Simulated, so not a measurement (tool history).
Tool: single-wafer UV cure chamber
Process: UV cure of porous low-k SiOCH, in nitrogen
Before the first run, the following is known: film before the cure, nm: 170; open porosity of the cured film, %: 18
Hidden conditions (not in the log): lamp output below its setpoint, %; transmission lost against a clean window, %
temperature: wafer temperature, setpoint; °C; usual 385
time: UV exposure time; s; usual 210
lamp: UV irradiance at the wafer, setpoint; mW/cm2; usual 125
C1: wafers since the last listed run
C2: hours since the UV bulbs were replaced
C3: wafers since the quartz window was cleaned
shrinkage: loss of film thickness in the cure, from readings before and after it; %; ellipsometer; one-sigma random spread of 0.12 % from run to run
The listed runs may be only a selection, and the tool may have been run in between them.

Run 1, day 0.000: usual settings; C1 0; C2 1908.5; C3 2562. Result: shrinkage 11.160 %.
Run 2, day 2.721: usual settings; C1 729; C2 1973.8; C3 3292. Result: shrinkage 11.153 %.
Run 3, day 3.942: usual settings; C1 327; C2 2003.1; C3 3620. Result: shrinkage 11.004 %.
At day 5.438: quartz window cleaned.
Run 4, day 5.458: usual settings; C1 317; C2 2039.5; C3 5. Result: shrinkage 10.906 %.
Run 5, day 6.967: usual settings; C1 404; C2 2075.7; C3 410. Result: shrinkage 10.865 %.
Run 6, day 9.554: usual settings but temperature 399 °C; C1 694; C2 2137.8; C3 1104. Result: shrinkage 10.985 %.
Run 7, day 11.333: usual settings but temperature 399 °C; C1 477; C2 2180.5; C3 1582. Result: shrinkage 10.993 %.
Run 8, day 14.179: usual settings but temperature 399 °C; C1 763; C2 2248.8; C3 2345. Result: shrinkage 10.827 %.
Run 9, day 16.892: usual settings but temperature 374 °C; C1 727; C2 2313.9; C3 3073. Result: shrinkage 10.587 %.
Run 10, day 18.729: usual settings; C1 493; C2 2358.0; C3 3566. Result: shrinkage 10.687 %.
At day 20.833: quartz window cleaned.
At day 23.150: UV bulbs replaced.
Run 11, day 24.588: usual settings; C1 1392; C2 34.5; C3 917. Result: shrinkage 11.684 %.
Run 12, day 27.300: usual settings but temperature 368 °C, time 290 s; C1 727; C2 99.6; C3 1645. Result: shrinkage 12.850 %.

What does the tool deliver on the next run?
Run 13, day 29.983: usual settings; C1 719; C2 164.0; C3 2365. Result: shrinkage ?.

For run 13 the tool returned shrinkage 11.796 %.
On a tool with no hidden condition, and with the same random variation, this run would have come out at shrinkage 11.987 %.
